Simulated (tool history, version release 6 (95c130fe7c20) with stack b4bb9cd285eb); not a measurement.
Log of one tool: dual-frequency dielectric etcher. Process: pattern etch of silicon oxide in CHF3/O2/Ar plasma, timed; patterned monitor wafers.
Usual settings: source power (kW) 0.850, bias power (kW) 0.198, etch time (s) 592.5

run	hour	source power (kW)	bias power (kW)	etch time (s)	read-back reference wafer on the same gauge, depth_nm	mean etch depth across the wafer (angstrom)
1	0.0	0.850	0.198	592.5	1651.0	14496
# hour 68.6: wet clean of the chamber
2	69.1	0.850	0.198	592.5	1649.3	14134
3	117.4	0.850	0.198	592.5	1650.6	14193
4	183.3	0.850	0.198	592.5	1649.2	14279
5	214.7	0.850	0.198	592.5	1650.9	14336
6	420.1	0.850	0.218	592.5	1650.2	15032
# hour 462.3: wet clean of the chamber
# hour 486.0: source power generator calibrated
# hour 489.4: bias power generator calibrated
7	489.9	0.850	0.218	592.5	1651.9	14896
8	513.8	0.850	0.218	592.5	1649.0	14839
9	551.8	1.010	0.198	592.5	1649.8	15355
10	646.5	1.010	0.198	592.5	1649.7	15347
# hour 654.3: gauge calibrated
11	684.5	1.010	0.198	592.5	1649.7	15393
12	720.8	0.850	0.198	643.5	1650.6	15768
# hour 782.8: wet clean of the chamber
13	783.3	0.850	0.198	556.0	1649.7	13363
14	830.4	0.850	0.198	556.0	1649.1	13370
15	880.1	0.760	0.229	532.5	1652.0	13211
16	937.3	0.850	0.198	665.0	1651.2	16136
17	979.8	0.960	0.198	592.5	1650.4	15035
18	1042.4	1.030	0.225	727.5	1649.8	20118
# hour 1100.0: wet clean of the chamber
19	1102.9	0.990	0.198	481.5	1649.0	12148
20	1131.8	0.930	0.198	471.5	1650.2	11674
# hour 1163.8: upper electrode replaced
21	1189.3	0.850	0.198	592.5	1649.0	14254
22	1359.3	0.960	0.183	454.5	1650.0	11307
23	1402.1	0.920	0.158	731.0	1650.1	16773
# hour 1438.4: wet clean of the chamber
24	1449.8	0.850	0.223	642.0	1650.7	16055
25	1492.7	0.940	0.162	675.5	1650.6	15449
26	1524.4	0.940	0.169	592.5	1651.3	14013
27	1573.1	1.020	0.198	592.5	1650.0	15303
28	1632.8	0.650	0.220	491.0	1650.9	11236

Some steps in mean etch depth across the wafer (angstrom) between neighbouring runs. How much of each would the tool show without its hidden state too (settings, what came in, random variation), and how much is left for the hidden state, with any gauge scatter that isn't in both results?
The hidden state here: etch rate over this chamber's usual, %; source power that arrives over what is set, %; bias power that arrives over what is set, %; gauge reads high (%).
Run 1 -> 2: wet clean of the chamber. mean etch depth across the wafer (angstrom) -362: hidden state -341, all else -21.
Run 18 -> 19: source power (kW) 1.030 -> 0.990, bias power (kW) 0.225 -> 0.198, etch time (s) 727.5 -> 481.5, wet clean of the chamber. mean etch depth across the wafer (angstrom) -7970: hidden state -367, all else -7603.
Run 22 -> 23: source power (kW) 0.960 -> 0.920, bias power (kW) 0.183 -> 0.158, etch time (s) 454.5 -> 731.0. mean etch depth across the wafer (angstrom) +5466: hidden state +105, all else +5361.

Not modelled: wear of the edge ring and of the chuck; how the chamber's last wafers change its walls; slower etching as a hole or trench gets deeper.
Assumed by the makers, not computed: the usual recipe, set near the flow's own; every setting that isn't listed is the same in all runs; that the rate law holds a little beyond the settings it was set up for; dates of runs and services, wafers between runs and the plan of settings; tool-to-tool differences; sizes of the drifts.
